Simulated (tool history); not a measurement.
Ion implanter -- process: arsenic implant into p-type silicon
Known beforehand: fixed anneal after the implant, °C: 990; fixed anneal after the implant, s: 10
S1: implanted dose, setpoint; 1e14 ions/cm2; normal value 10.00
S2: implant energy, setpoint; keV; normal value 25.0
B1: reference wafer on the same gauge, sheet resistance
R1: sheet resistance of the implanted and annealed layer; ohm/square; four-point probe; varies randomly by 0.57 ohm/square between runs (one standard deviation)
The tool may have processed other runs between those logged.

run,hour,S1,S2,B1,R1
1,0.0,10.00,25.0,120.07,142.24
2,76.0,10.00,25.0,119.92,142.59
3,146.6,10.00,25.0,120.13,142.80
4,190.2,10.00,25.0,120.15,142.84
5,242.2,10.00,25.0,119.77,142.12
6,281.9,10.00,25.0,119.92,142.03
7,343.2,10.00,25.0,119.90,143.02
8,404.3,9.33,25.0,120.10,147.70
9,525.4,9.33,25.0,119.91,147.23
10,567.7,9.03,25.0,120.26,150.50
# hour 586.2: extraction supply calibrated
11,601.3,8.86,32.5,120.20,141.10
12,650.0,10.00,25.0,119.96,142.72
13,706.3,12.67,18.0,120.08,146.81
14,737.5,10.00,25.0,120.04,142.68
# hour 761.8: Faraday cup replaced and dose calibrated
15,776.8,8.68,18.0,119.95,161.11
# hour 803.4: gauge calibrated
16,837.1,8.91,22.5,119.99,148.66
# hour 894.8: Faraday cup replaced and dose calibrated, repeated, since the last time left the tool worse
17,895.3,10.00,25.0,119.99,139.87
18,943.5,10.00,25.0,119.90,138.81
19,1002.8,9.16,29.5,120.04,138.65
20,1046.4,9.21,20.0,120.08,155.87
21,1102.7,10.80,25.0,120.21,134.74

Each row is a separate what-if for the run after 21, all from the same tool condition, not one after another. Results?
A,1103.1,10.00,25.0,?,?
B,1103.1,8.64,19.0,?,?
C,1103.1,8.67,33.0,?,?
D,1103.1,7.31,33.0,?,?

run,B1,R1
A,119.98,140.25
B,119.98,163.93
C,119.98,139.75
D,119.98,156.82
Stripped of hidden state, with their random variation kept, the same runs would have yielded:
run,R1
A,139.72
B,163.34
C,139.04
D,155.95
